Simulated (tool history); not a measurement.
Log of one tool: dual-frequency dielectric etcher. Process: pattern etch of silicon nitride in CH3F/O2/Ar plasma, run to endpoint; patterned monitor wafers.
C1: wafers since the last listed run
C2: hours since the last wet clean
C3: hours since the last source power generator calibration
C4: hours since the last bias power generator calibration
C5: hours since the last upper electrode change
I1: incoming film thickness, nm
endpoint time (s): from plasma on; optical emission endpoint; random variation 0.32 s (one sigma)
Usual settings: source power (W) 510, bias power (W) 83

run 1 hour=0.0 | source_power_(W)=510 bias_power_(W)=83 | C1=0 C2=454.6 C3=1562.7 C4=4310.7 C5=4682.7 | I1=51.2 | endpoint_time_(s)=74.5
run 2 hour=8.0 | source_power_(W)=510 bias_power_(W)=83 | C1=83 C2=462.6 C3=1570.7 C4=4318.7 C5=4690.7 | I1=51.3 | endpoint_time_(s)=75.1
run 3 hour=52.4 | source_power_(W)=510 bias_power_(W)=83 | C1=462 C2=507.0 C3=1615.1 C4=4363.1 C5=4735.1 | I1=51.4 | endpoint_time_(s)=75.1
run 4 hour=70.1 | source_power_(W)=570 bias_power_(W)=83 | C1=184 C2=524.7 C3=1632.8 C4=4380.8 C5=4752.8 | I1=51.3 | endpoint_time_(s)=70.7
-- hour=98.0 upper electrode replaced
run 5 hour=98.5 | source_power_(W)=570 bias_power_(W)=83 | C1=45 C2=553.1 C3=1661.2 C4=4409.2 C5=0.5 | I1=51.4 | endpoint_time_(s)=71.6
run 6 hour=98.9 | source_power_(W)=430 bias_power_(W)=83 | C1=4 C2=553.5 C3=1661.6 C4=4409.6 C5=0.9 | I1=51.3 | endpoint_time_(s)=82.8
run 7 hour=99.2 | source_power_(W)=430 bias_power_(W)=83 | C1=3 C2=553.8 C3=1661.9 C4=4409.9 C5=1.2 | I1=51.7 | endpoint_time_(s)=83.0
run 8 hour=102.9 | source_power_(W)=560 bias_power_(W)=83 | C1=38 C2=557.5 C3=1665.6 C4=4413.6 C5=4.9 | I1=51.7 | endpoint_time_(s)=73.0
run 9 hour=120.1 | source_power_(W)=560 bias_power_(W)=83 | C1=179 C2=574.7 C3=1682.8 C4=4430.8 C5=22.1 | I1=50.7 | endpoint_time_(s)=71.3
run 10 hour=128.3 | source_power_(W)=510 bias_power_(W)=88 | C1=85 C2=582.9 C3=1691.0 C4=4439.0 C5=30.3 | I1=51.8 | endpoint_time_(s)=74.8
run 11 hour=134.5 | source_power_(W)=510 bias_power_(W)=88 | C1=64 C2=589.1 C3=1697.2 C4=4445.2 C5=36.5 | I1=52.3 | endpoint_time_(s)=76.3
run 12 hour=143.8 | source_power_(W)=510 bias_power_(W)=88 | C1=96 C2=598.4 C3=1706.5 C4=4454.5 C5=45.8 | I1=51.4 | endpoint_time_(s)=74.9
run 13 hour=152.2 | source_power_(W)=410 bias_power_(W)=66 | C1=87 C2=606.8 C3=1714.9 C4=4462.9 C5=54.2 | I1=51.5 | endpoint_time_(s)=91.2
run 14 hour=162.5 | source_power_(W)=470 bias_power_(W)=83 | C1=107 C2=617.1 C3=1725.2 C4=4473.2 C5=64.5 | I1=51.3 | endpoint_time_(s)=79.1
run 15 hour=170.9 | source_power_(W)=460 bias_power_(W)=94 | C1=87 C2=625.5 C3=1733.6 C4=4481.6 C5=72.9 | I1=51.5 | endpoint_time_(s)=77.6
-- hour=177.3 bias power generator calibrated
-- hour=201.8 wet clean of the chamber
run 16 hour=202.3 | source_power_(W)=510 bias_power_(W)=83 | C1=35 C2=0.5 C3=1765.0 C4=25.0 C5=104.3 | I1=51.2 | endpoint_time_(s)=71.4
run 17 hour=202.6 | source_power_(W)=510 bias_power_(W)=83 | C1=3 C2=0.8 C3=1765.3 C4=25.3 C5=104.6 | I1=51.7 | endpoint_time_(s)=72.0
run 18 hour=205.2 | source_power_(W)=510 bias_power_(W)=83 | C1=27 C2=3.4 C3=1767.9 C4=27.9 C5=107.2 | I1=51.6 | endpoint_time_(s)=72.5
run 19 hour=212.0 | source_power_(W)=510 bias_power_(W)=104 | C1=70 C2=10.2 C3=1774.7 C4=34.7 C5=114.0 | I1=51.3 | endpoint_time_(s)=67.6
run 20 hour=223.6 | source_power_(W)=510 bias_power_(W)=65 | C1=120 C2=21.8 C3=1786.3 C4=46.3 C5=125.6 | I1=52.0 | endpoint_time_(s)=78.9
-- hour=230.9 source power generator calibrated
run 21 hour=231.4 | source_power_(W)=630 bias_power_(W)=83 | C1=39 C2=29.6 C3=0.5 C4=54.1 C5=133.4 | I1=51.4 | endpoint_time_(s)=64.9
run 22 hour=236.4 | source_power_(W)=430 bias_power_(W)=83 | C1=52 C2=34.6 C3=5.5 C4=59.1 C5=138.4 | I1=51.7 | endpoint_time_(s)=79.0
run 23 hour=281.9 | source_power_(W)=450 bias_power_(W)=64 | C1=474 C2=80.1 C3=51.0 C4=104.6 C5=183.9 | I1=51.5 | endpoint_time_(s)=83.4
run 24 hour=295.9 | source_power_(W)=580 bias_power_(W)=88 | C1=145 C2=94.1 C3=65.0 C4=118.6 C5=197.9 | I1=51.4 | endpoint_time_(s)=66.9

Forecast each of these 5 alternatives for the next run:
run A hour=296.3 | source_power_(W)=510 bias_power_(W)=96 | C1=4 C2=94.5 C3=65.4 C4=119.0 C5=198.3 | I1=51.6 | endpoint_time_(s)=?
run B hour=296.3 | source_power_(W)=420 bias_power_(W)=94 | C1=4 C2=94.5 C3=65.4 C4=119.0 C5=198.3 | I1=51.6 | endpoint_time_(s)=?
run C hour=296.3 | source_power_(W)=440 bias_power_(W)=69 | C1=4 C2=94.5 C3=65.4 C4=119.0 C5=198.3 | I1=51.6 | endpoint_time_(s)=?
run D hour=296.3 | source_power_(W)=460 bias_power_(W)=65 | C1=4 C2=94.5 C3=65.4 C4=119.0 C5=198.3 | I1=51.6 | endpoint_time_(s)=?
run E hour=296.3 | source_power_(W)=580 bias_power_(W)=68 | C1=4 C2=94.5 C3=65.4 C4=119.0 C5=198.3 | I1=51.6 | endpoint_time_(s)=?

run=A endpoint_time_(s)=70.2
run=B endpoint_time_(s)=78.3
run=C endpoint_time_(s)=83.5
run=D endpoint_time_(s)=82.8
run=E endpoint_time_(s)=72.6
Without the tool's hidden state the same runs would have given:
run=A endpoint_time_(s)=70.1
run=B endpoint_time_(s)=78.2
run=C endpoint_time_(s)=83.4
run=D endpoint_time_(s)=82.8
run=E endpoint_time_(s)=72.5
